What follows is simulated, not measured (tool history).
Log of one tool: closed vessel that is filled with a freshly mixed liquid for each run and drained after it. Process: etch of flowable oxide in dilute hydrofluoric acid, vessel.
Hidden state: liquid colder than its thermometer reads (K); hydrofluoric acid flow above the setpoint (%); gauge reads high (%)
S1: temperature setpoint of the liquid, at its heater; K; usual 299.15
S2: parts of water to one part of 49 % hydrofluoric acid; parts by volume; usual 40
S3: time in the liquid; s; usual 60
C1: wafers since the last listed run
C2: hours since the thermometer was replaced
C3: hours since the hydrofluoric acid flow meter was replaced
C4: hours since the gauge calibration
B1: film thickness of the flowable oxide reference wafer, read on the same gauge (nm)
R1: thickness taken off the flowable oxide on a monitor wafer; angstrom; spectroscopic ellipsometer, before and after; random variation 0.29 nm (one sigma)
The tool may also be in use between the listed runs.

run	day	S1	S2	S3	C1	C2	C3	C4	B1	R1
1	0.000	299.15	35	80	0	2986.1	1838.0	117.1	69.98	1487.6
2	0.658	299.15	40	60	1046	3001.9	1853.8	132.9	70.02	966.0
3	1.104	299.15	40	60	708	3012.6	1864.5	143.6	69.98	971.1
4	1.483	299.15	40	60	602	3021.7	1873.6	152.7	70.01	963.0
5	1.946	300.65	40	60	735	3032.8	1884.7	163.8	69.99	1030.4
6	2.458	300.65	40	60	814	3045.1	1897.0	176.1	69.98	1031.0
7	2.942	300.65	40	60	768	3056.7	1908.6	187.7	69.99	1032.3
8	3.479	299.15	40	60	854	3069.6	1921.5	200.6	69.97	965.6

The next listed run, before its measurement:
9	4.038	296.15	40	60	887	3083.0	1934.9	214.0	?	?

B1: 69.97
R1: 858.1 angstrom
Without the tool's hidden state the same run would have given R1 742.1 angstrom.
